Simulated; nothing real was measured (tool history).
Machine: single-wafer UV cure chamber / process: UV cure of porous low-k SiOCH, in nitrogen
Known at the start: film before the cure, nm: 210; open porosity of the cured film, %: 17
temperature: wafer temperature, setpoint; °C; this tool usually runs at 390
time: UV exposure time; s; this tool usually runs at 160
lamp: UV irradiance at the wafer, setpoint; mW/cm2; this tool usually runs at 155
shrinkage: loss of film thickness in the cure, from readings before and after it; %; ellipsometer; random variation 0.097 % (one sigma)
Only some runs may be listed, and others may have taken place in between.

run,day,temperature,time,lamp,wafers since the last listed run,hours since the UV bulbs were replaced,wafers since the quartz window was cleaned,shrinkage
1,0.000,390,160,155,0,2467.3,2231,11.382
2,1.300,379,120,155,135,2498.5,2367,10.083
3,1.792,379,120,155,51,2510.3,2418,10.083
4,2.350,390,105,187,58,2523.7,2476,10.260
5,2.633,390,105,187,29,2530.5,2506,10.410
6,3.054,390,105,187,43,2540.6,2550,10.282
7,5.038,390,85,140,206,2588.2,2757,8.124
8,5.604,390,85,140,59,2601.8,2816,8.219
9,6.350,390,85,140,77,2619.7,2894,8.068
10,6.804,390,160,185,47,2630.6,2941,12.151
11,7.429,390,160,185,65,2645.6,3006,12.169
12,7.896,390,220,155,48,2656.8,3055,12.678
13,8.288,390,220,155,40,2666.2,3096,12.629
14,8.879,390,160,183,61,2680.4,3158,12.057
# day 9.571: UV bulbs replaced
15,9.592,390,160,183,39,0.5,3197,11.949
16,9.908,390,160,183,33,8.1,3230,11.769
17,10.492,390,160,155,60,22.1,3291,11.132
18,10.846,390,160,155,36,30.6,3328,11.118
19,11.504,390,160,155,68,46.4,3397,11.029
20,12.008,390,160,155,52,58.5,3449,11.024
21,12.462,390,160,155,47,69.4,3497,11.145
22,12.975,390,160,155,53,81.7,3550,10.934
# day 13.762: quartz window cleaned
23,13.783,390,230,175,49,101.1,2,14.099
24,14.167,408,160,169,39,110.3,42,12.272
25,14.529,390,185,135,37,119.0,79,11.776
26,15.212,390,160,155,71,135.4,151,11.764
27,15.529,405,160,123,33,143.0,184,10.800
28,17.129,390,160,155,166,181.4,351,11.535
29,17.421,398,230,192,30,188.4,381,14.539
30,17.983,390,160,182,58,201.9,440,12.369
31,18.329,390,160,155,36,210.2,476,11.666
32,18.808,384,65,155,49,221.7,526,7.778
33,19.192,375,200,192,39,230.9,566,13.437
34,19.812,382,85,133,64,245.8,631,8.160
35,20.400,390,160,171,61,259.9,692,12.067
36,20.879,407,245,178,49,271.4,742,14.625
37,21.538,390,220,189,68,287.2,811,14.085
38,21.892,380,205,134,36,295.7,848,11.896
39,22.521,405,80,187,65,310.8,913,9.733
40,22.925,407,245,178,42,320.5,955,14.678
41,23.550,380,205,134,65,335.5,1021,12.104
42,23.821,390,195,129,28,342.0,1049,11.741
43,24.483,380,205,134,69,357.9,1118,11.850

Below, some changes in shrinkage between adjacent runs. For each, the amount present without the hidden state too (settings, incoming material, random variation) and the amount remaining for the hidden state with gauge scatter not shared by both compared results:
Hidden state at play: lamp output below its setpoint, %; transmission lost against a clean window, %.
Run 6 -> 7: time 105 -> 85, lamp 187 -> 140. shrinkage -2.158 %: hidden state -0.033, all else -2.125.
Run 9 -> 10: time 85 -> 160, lamp 140 -> 185. shrinkage +4.083 %: hidden state -0.078, all else +4.161.
Run 22 -> 23: time 160 -> 230, lamp 155 -> 175, quartz window cleaned. shrinkage +3.165 %: hidden state +0.678, all else +2.487.
Run 32 -> 33: temperature 384 -> 375, time 65 -> 200, lamp 155 -> 192. shrinkage +5.659 %: hidden state -0.015, all else +5.674.
Run 33 -> 34: temperature 375 -> 382, time 200 -> 85, lamp 192 -> 133. shrinkage -5.277 %: hidden state +0.008, all else -5.285.
Run 39 -> 40: temperature 405 -> 407, time 80 -> 245, lamp 187 -> 178. shrinkage +4.945 %: hidden state -0.017, all else +4.962.
